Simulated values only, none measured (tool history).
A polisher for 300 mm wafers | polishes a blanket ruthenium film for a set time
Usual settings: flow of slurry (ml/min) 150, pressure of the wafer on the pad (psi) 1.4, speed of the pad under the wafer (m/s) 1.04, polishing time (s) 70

run   hour  flow of slurry (ml/min)  pressure of the wafer on the pad (psi)  speed of the pad under the wafer (m/s)  polishing time (s)  incoming thickness of the incoming film, nm  film removed (Å)
  1    0.0                      150                                     1.4                                    1.04                  70                                        531.4               498
  2   10.1                      150                                     1.4                                    1.04                  70                                        524.7               503
  3   17.5                      125                                     1.4                                    1.04                  70                                        531.8               484
  4   25.1                      150                                     1.7                                    1.04                  70                                        534.0               595
  5   32.0                      150                                     1.7                                    1.04                  70                                        520.3               590
  6   45.8                      150                                     1.7                                    1.04                  70                                        525.4               586
  7   56.9                      150                                     1.4                                    1.04                  70                                        532.0               483
  8   74.4                      150                                     1.4                                    1.04                  70                                        535.1               487
      82.5  -- head pressure recalibrated
      84.9  -- slurry nozzle cleaned
      87.2  -- worn pad replaced by a new one, of another model than before
  9   89.6                      115                                     1.6                                    1.26                  70                                        529.8               620
 10  100.7                      150                                     1.4                                    1.36                  62                                        540.3               540
 11  111.8                      150                                     1.4                                    1.04                  92                                        533.5               684
 12  118.5                      150                                     1.4                                    1.04                  70                                        529.3               515
 13  128.8                      165                                     1.4                                    1.34                  70                                        529.7               629
 14  141.2                      180                                     1.4                                    1.32                  51                                        534.3               453

Some steps in film removed (Å) between neighbouring runs. How much of each would the tool show without its hidden state too (settings, what came in, random variation), and how much is left for the hidden state, with any gauge scatter that isn't in both results?
The hidden state here: removal rate lost through wear of the pad, %; slurry flow missing at the pad, %; deviation of the head's pressure from its setpoint, %.
Run 8 -> 9: flow of slurry (ml/min) 150 -> 115, pressure of the wafer on the pad (psi) 1.4 -> 1.6, speed of the pad under the wafer (m/s) 1.04 -> 1.26, head pressure recalibrated, slurry nozzle cleaned, worn pad replaced by a new one, of another model than before. film removed (Å) +133: hidden state +34, all else +99.
Run 13 -> 14: flow of slurry (ml/min) 165 -> 180, speed of the pad under the wafer (m/s) 1.34 -> 1.32, polishing time (s) 70 -> 51. film removed (Å) -176: hidden state +0, all else -176.
